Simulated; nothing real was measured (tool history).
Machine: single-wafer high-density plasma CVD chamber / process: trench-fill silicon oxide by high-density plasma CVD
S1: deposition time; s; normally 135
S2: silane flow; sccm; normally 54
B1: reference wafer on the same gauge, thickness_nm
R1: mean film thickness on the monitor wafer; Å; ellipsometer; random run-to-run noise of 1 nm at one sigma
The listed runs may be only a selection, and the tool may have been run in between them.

{"run": 1, "hour": 0.0, "S1": 135, "S2": 45, "B1": 788.857, "R1": 5359.4}
{"run": 2, "hour": 9.7, "S1": 135, "S2": 54, "B1": 789.117, "R1": 6333.22}
{"run": 3, "hour": 26.6, "S1": 135, "S2": 54, "B1": 788.928, "R1": 6334.05}
{"run": 4, "hour": 35.9, "S1": 135, "S2": 54, "B1": 789.08, "R1": 6326.6}
{"run": 5, "hour": 46.4, "S1": 135, "S2": 54, "B1": 788.713, "R1": 6338.87}
{"run": 6, "hour": 55.0, "S1": 135, "S2": 50, "B1": 789.178, "R1": 5904.6}
{"run": 7, "hour": 66.4, "S1": 135, "S2": 50, "B1": 788.885, "R1": 5894.89}
{"run": 8, "hour": 73.7, "S1": 135, "S2": 54, "B1": 789.139, "R1": 6321.58}
{"run": 9, "hour": 88.5, "S1": 135, "S2": 54, "B1": 789.166, "R1": 6334.24}
{"run": 10, "hour": 100.7, "S1": 135, "S2": 54, "B1": 789.127, "R1": 6320.29}
{"run": 11, "hour": 116.6, "S1": 135, "S2": 54, "B1": 789.04, "R1": 6336.66}
{"run": 12, "hour": 131.8, "S1": 135, "S2": 54, "B1": 788.775, "R1": 6326.01}
{"run": 13, "hour": 141.1, "S1": 135, "S2": 54, "B1": 788.835, "R1": 6310.15}
{"run": 14, "hour": 149.2, "S1": 135, "S2": 54, "B1": 789.242, "R1": 6321.03}
{"run": 15, "hour": 164.2, "S1": 135, "S2": 54, "B1": 789.177, "R1": 6308.9}
{"run": 16, "hour": 179.4, "S1": 119, "S2": 54, "B1": 789.027, "R1": 5561.86}
{"run": 17, "hour": 187.0, "S1": 135, "S2": 62, "B1": 789.024, "R1": 7170.06}
{"run": 18, "hour": 198.2, "S1": 135, "S2": 62, "B1": 788.98, "R1": 7180.62}
{"run": 19, "hour": 215.5, "S1": 118, "S2": 60, "B1": 788.726, "R1": 6092.88}
{"hour": 227.7, "done": "silane flow controller replaced"}
{"run": 20, "hour": 228.2, "S1": 116, "S2": 51, "B1": 788.736, "R1": 5460.72}
{"run": 21, "hour": 240.4, "S1": 149, "S2": 61, "B1": 788.94, "R1": 8284.26}
{"hour": 245.1, "done": "gauge calibrated"}
{"run": 22, "hour": 252.2, "S1": 113, "S2": 45, "B1": 789.033, "R1": 4751.17}
{"run": 23, "hour": 269.3, "S1": 126, "S2": 44, "B1": 789.275, "R1": 5184.79}
{"run": 24, "hour": 280.1, "S1": 135, "S2": 54, "B1": 789.184, "R1": 6701.72}
{"run": 25, "hour": 286.2, "S1": 113, "S2": 60, "B1": 788.983, "R1": 6188.93}
{"run": 26, "hour": 293.0, "S1": 119, "S2": 48, "B1": 788.821, "R1": 5304.32}
{"run": 27, "hour": 304.2, "S1": 146, "S2": 61, "B1": 788.788, "R1": 8097.48}
{"run": 28, "hour": 312.5, "S1": 124, "S2": 46, "B1": 789.032, "R1": 5309.91}
{"run": 29, "hour": 318.7, "S1": 156, "S2": 45, "B1": 788.951, "R1": 6546.63}
{"run": 30, "hour": 333.0, "S1": 123, "S2": 57, "B1": 789.013, "R1": 6429.63}
{"run": 31, "hour": 345.3, "S1": 135, "S2": 54, "B1": 788.836, "R1": 6701.62}
{"run": 32, "hour": 355.7, "S1": 135, "S2": 54, "B1": 789.195, "R1": 6702.13}
{"run": 33, "hour": 363.4, "S1": 114, "S2": 54, "B1": 788.93, "R1": 5659.08}
{"run": 34, "hour": 403.6, "S1": 145, "S2": 43, "B1": 788.947, "R1": 5841.74}
{"run": 35, "hour": 418.5, "S1": 114, "S2": 54, "B1": 788.982, "R1": 5673.93}
{"run": 36, "hour": 433.0, "S1": 125, "S2": 45, "B1": 789.256, "R1": 5249.39}

Each row is a separate what-if for the run after 36, all from the same tool condition, not one after another. Results?
{"run": "A", "hour": 433.4, "S1": 135, "S2": 46, "B1": "?", "R1": "?"}
{"run": "B", "hour": 433.4, "S1": 156, "S2": 54, "B1": "?", "R1": "?"}
{"run": "C", "hour": 433.4, "S1": 111, "S2": 54, "B1": "?", "R1": "?"}

run=A B1=788.633 R1=5792.71
run=B B1=788.633 R1=7756.35
run=C B1=788.633 R1=5518.94
Had the tool no hidden state, the same runs would have come out as:
run=A R1=5781.59
run=B R1=7741.45
run=C R1=5508.34
